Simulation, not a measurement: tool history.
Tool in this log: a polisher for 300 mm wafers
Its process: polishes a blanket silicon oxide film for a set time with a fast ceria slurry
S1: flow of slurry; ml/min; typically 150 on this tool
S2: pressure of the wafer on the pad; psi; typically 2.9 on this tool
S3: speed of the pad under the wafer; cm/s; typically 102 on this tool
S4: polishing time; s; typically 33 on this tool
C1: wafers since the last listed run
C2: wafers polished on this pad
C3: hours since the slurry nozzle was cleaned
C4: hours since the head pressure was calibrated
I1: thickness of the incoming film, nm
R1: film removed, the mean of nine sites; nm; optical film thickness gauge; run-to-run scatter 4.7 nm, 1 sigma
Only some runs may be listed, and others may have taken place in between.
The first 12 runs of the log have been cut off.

{"hour": 154.1, "done": "worn pad replaced by a new one"}
{"run": 13, "hour": 155.8, "S1": 150, "S2": 2.9, "S3": 102, "S4": 33, "C1": 129, "C2": 19, "C3": 727.3, "C4": 424.2, "I1": 1590.7, "R1": 479.7}
{"run": 14, "hour": 167.1, "S1": 150, "S2": 2.9, "S3": 102, "S4": 33, "C1": 125, "C2": 145, "C3": 738.6, "C4": 435.5, "I1": 1626.2, "R1": 485.1}
{"run": 15, "hour": 179.8, "S1": 150, "S2": 2.9, "S3": 102, "S4": 33, "C1": 141, "C2": 286, "C3": 751.3, "C4": 448.2, "I1": 1612.7, "R1": 484.2}
{"run": 16, "hour": 197.5, "S1": 150, "S2": 2.9, "S3": 102, "S4": 33, "C1": 197, "C2": 483, "C3": 769, "C4": 465.9, "I1": 1596, "R1": 485.3}
{"hour": 212.6, "done": "slurry nozzle cleaned"}
{"run": 17, "hour": 213.1, "S1": 150, "S2": 2.9, "S3": 102, "S4": 33, "C1": 162, "C2": 646, "C3": 0.5, "C4": 481.5, "I1": 1589, "R1": 520.5}
{"run": 18, "hour": 226.8, "S1": 150, "S2": 2.9, "S3": 102, "S4": 33, "C1": 152, "C2": 799, "C3": 14.2, "C4": 495.2, "I1": 1590.5, "R1": 523.9}
{"run": 19, "hour": 236.1, "S1": 150, "S2": 2.9, "S3": 102, "S4": 33, "C1": 103, "C2": 902, "C3": 23.5, "C4": 504.5, "I1": 1577, "R1": 519.7}
{"hour": 239.5, "done": "head pressure recalibrated"}
{"run": 20, "hour": 245.8, "S1": 150, "S2": 2.9, "S3": 102, "S4": 33, "C1": 85, "C2": 988, "C3": 33.2, "C4": 6.3, "I1": 1599.8, "R1": 516.2}
{"run": 21, "hour": 256.3, "S1": 150, "S2": 2.6, "S3": 102, "S4": 33, "C1": 116, "C2": 1105, "C3": 43.7, "C4": 16.8, "I1": 1603.5, "R1": 466}
{"hour": 265.6, "done": "worn pad replaced by a new one"}
{"run": 22, "hour": 294.2, "S1": 130, "S2": 2.9, "S3": 102, "S4": 33, "C1": 377, "C2": 319, "C3": 81.6, "C4": 54.7, "I1": 1600.7, "R1": 512.2}
{"run": 23, "hour": 307.9, "S1": 150, "S2": 2.9, "S3": 82, "S4": 26, "C1": 152, "C2": 471, "C3": 95.3, "C4": 68.4, "I1": 1603.6, "R1": 344.7}
{"run": 24, "hour": 316.1, "S1": 130, "S2": 2.9, "S3": 102, "S4": 25, "C1": 91, "C2": 563, "C3": 103.5, "C4": 76.6, "I1": 1577.2, "R1": 375.1}
{"run": 25, "hour": 331.8, "S1": 130, "S2": 2.9, "S3": 80, "S4": 33, "C1": 174, "C2": 737, "C3": 119.2, "C4": 92.3, "I1": 1605.5, "R1": 416.1}
{"run": 26, "hour": 341.0, "S1": 150, "S2": 2.9, "S3": 102, "S4": 33, "C1": 102, "C2": 840, "C3": 128.4, "C4": 101.5, "I1": 1591.7, "R1": 505}
{"run": 27, "hour": 348.7, "S1": 135, "S2": 1.9, "S3": 118, "S4": 33, "C1": 85, "C2": 926, "C3": 136.1, "C4": 109.2, "I1": 1591.8, "R1": 370.2}
{"run": 28, "hour": 359.1, "S1": 125, "S2": 2.9, "S3": 132, "S4": 45, "C1": 115, "C2": 1042, "C3": 146.5, "C4": 119.6, "I1": 1602.4, "R1": 810}
{"hour": 364.3, "done": "worn pad replaced by a new one"}
{"run": 29, "hour": 367.3, "S1": 150, "S2": 2.1, "S3": 102, "S4": 33, "C1": 46, "C2": 33, "C3": 154.7, "C4": 127.8, "I1": 1587.9, "R1": 372.4}
{"run": 30, "hour": 385.3, "S1": 200, "S2": 3.6, "S3": 88, "S4": 39, "C1": 200, "C2": 233, "C3": 172.7, "C4": 145.8, "I1": 1603.6, "R1": 698.7}
{"run": 31, "hour": 393.0, "S1": 150, "S2": 2.9, "S3": 102, "S4": 43, "C1": 85, "C2": 319, "C3": 180.4, "C4": 153.5, "I1": 1633.9, "R1": 655.8}
{"run": 32, "hour": 445.6, "S1": 150, "S2": 2.9, "S3": 102, "S4": 33, "C1": 585, "C2": 905, "C3": 233, "C4": 206.1, "I1": 1595.5, "R1": 498.9}
{"hour": 462.0, "done": "worn pad replaced by a new one"}
{"run": 33, "hour": 462.9, "S1": 180, "S2": 2.9, "S3": 90, "S4": 33, "C1": 148, "C2": 9, "C3": 250.3, "C4": 223.4, "I1": 1615.2, "R1": 467}
{"run": 34, "hour": 473.5, "S1": 175, "S2": 2.9, "S3": 130, "S4": 33, "C1": 118, "C2": 127, "C3": 260.9, "C4": 234, "I1": 1589.8, "R1": 611.5}
{"run": 35, "hour": 485.3, "S1": 150, "S2": 2.9, "S3": 130, "S4": 44, "C1": 131, "C2": 259, "C3": 272.7, "C4": 245.8, "I1": 1592.2, "R1": 794.6}
{"run": 36, "hour": 501.7, "S1": 115, "S2": 2.9, "S3": 120, "S4": 21, "C1": 182, "C2": 442, "C3": 289.1, "C4": 262.2, "I1": 1595, "R1": 343.2}
{"run": 37, "hour": 516.8, "S1": 170, "S2": 2.2, "S3": 112, "S4": 40, "C1": 168, "C2": 610, "C3": 304.2, "C4": 277.3, "I1": 1588, "R1": 501.1}

Predict each of these 4 candidate next runs independently; none follows another, all start after run 37:
{"run": "A", "hour": 517.2, "S1": 150, "S2": 3.2, "S3": 102, "S4": 33, "C1": 4, "C2": 614, "C3": 304.6, "C4": 277.7, "I1": 1584.5, "R1": "?"}
{"run": "B", "hour": 517.2, "S1": 150, "S2": 2.1, "S3": 74, "S4": 33, "C1": 4, "C2": 614, "C3": 304.6, "C4": 277.7, "I1": 1584.5, "R1": "?"}
{"run": "C", "hour": 517.2, "S1": 185, "S2": 3.2, "S3": 68, "S4": 28, "C1": 4, "C2": 614, "C3": 304.6, "C4": 277.7, "I1": 1584.5, "R1": "?"}
{"run": "D", "hour": 517.2, "S1": 150, "S2": 2.9, "S3": 102, "S4": 36, "C1": 4, "C2": 614, "C3": 304.6, "C4": 277.7, "I1": 1584.5, "R1": "?"}

run=A R1=553.8
run=B R1=292
run=C R1=362.5
run=D R1=549.2
The same runs, with their run-to-run variation unchanged, on a tool lacking any hidden condition would have given:
run=A R1=583.3
run=B R1=307.6
run=C R1=379.1
run=D R1=578.5
